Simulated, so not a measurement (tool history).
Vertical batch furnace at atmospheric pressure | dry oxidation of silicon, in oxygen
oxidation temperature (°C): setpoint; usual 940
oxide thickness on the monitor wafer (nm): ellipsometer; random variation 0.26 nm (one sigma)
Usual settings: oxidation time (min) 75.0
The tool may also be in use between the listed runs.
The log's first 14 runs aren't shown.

| run | hour | oxidation temperature (°C) | oxidation time (min) | wafers since the last listed run | hours since the last temperature calibration | hours since the boat lift was adjusted | hours since the gauge calibration | read-back reference wafer on the same gauge, thickness | oxide thickness on the monitor wafer (nm) |
|---|---|---|---|---|---|---|---|---|---|
| 15 | 1073.1 | 940 | 53.5 | 1759 | 1053.6 | 199.8 | 2126.5 | 70.00 | 56.12 |
| 16 | 1168.6 | 940 | 75.0 | 1846 | 1149.1 | 295.3 | 2222.0 | 70.09 | 62.57 |
| 17 | 1250.0 | 940 | 75.0 | 1573 | 1230.5 | 376.7 | 2303.4 | 69.99 | 62.72 |
| 18 | 1342.6 | 940 | 75.0 | 1790 | 1323.1 | 469.3 | 2396.0 | 70.15 | 62.57 |
| 19 | 1384.9 | 953 | 65.0 | 817 | 1365.4 | 511.6 | 2438.3 | 69.97 | 62.48 |
| 20 | 1424.4 | 940 | 93.0 | 763 | 1404.9 | 551.1 | 2477.8 | 70.11 | 67.34 |
| 21 | 1514.2 | 940 | 75.0 | 1736 | 1494.7 | 640.9 | 2567.6 | 70.21 | 62.95 |
| 22 | 1611.0 | 940 | 75.0 | 1871 | 1591.5 | 737.7 | 2664.4 | 70.17 | 63.32 |
|  | 1720.5 | thermocouples replaced and temperature profile calibrated |
| 23 | 1721.0 | 940 | 53.5 | 1662 | 0.5 | 847.7 | 2774.4 | 70.11 | 56.26 |
| 24 | 1809.9 | 963 | 108.0 | 1718 | 89.4 | 936.6 | 2863.3 | 70.14 | 78.35 |
| 25 | 1855.6 | 940 | 101.5 | 883 | 135.1 | 982.3 | 2909.0 | 69.97 | 68.34 |
|  | 1887.3 | gauge calibrated |
| 26 | 1924.6 | 929 | 55.0 | 1333 | 204.1 | 1051.3 | 37.3 | 70.22 | 54.28 |
| 27 | 1983.2 | 918 | 41.0 | 1132 | 262.7 | 1109.9 | 95.9 | 69.93 | 49.33 |
| 28 | 2025.4 | 921 | 41.5 | 815 | 304.9 | 1152.1 | 138.1 | 70.17 | 49.97 |
| 29 | 2224.8 | 923 | 92.5 | 3854 | 504.3 | 1351.5 | 337.5 | 70.02 | 61.27 |
| 30 | 2281.6 | 940 | 75.0 | 1098 | 561.1 | 1408.3 | 394.3 | 70.04 | 62.23 |
| 31 | 2324.7 | 921 | 98.5 | 833 | 604.2 | 1451.4 | 437.4 | 70.11 | 62.29 |
| 32 | 2410.8 | 918 | 75.0 | 1664 | 690.3 | 1537.5 | 523.5 | 70.14 | 56.82 |
| 33 | 2464.8 | 960 | 85.0 | 1043 | 744.3 | 1591.5 | 577.5 | 70.31 | 70.78 |

Forecast run 34:
| 34 | 2521.4 | 940 | 75.0 | 1094 | 800.9 | 1648.1 | 634.1 | ? | ? |

{"run 34": {"read-back reference wafer on the same gauge, thickness": 70.13, "oxide thickness on the monitor wafer (nm)": 62.26}}
Without the tool's hidden state the same run would have given oxide thickness on the monitor wafer (nm) 61.41.

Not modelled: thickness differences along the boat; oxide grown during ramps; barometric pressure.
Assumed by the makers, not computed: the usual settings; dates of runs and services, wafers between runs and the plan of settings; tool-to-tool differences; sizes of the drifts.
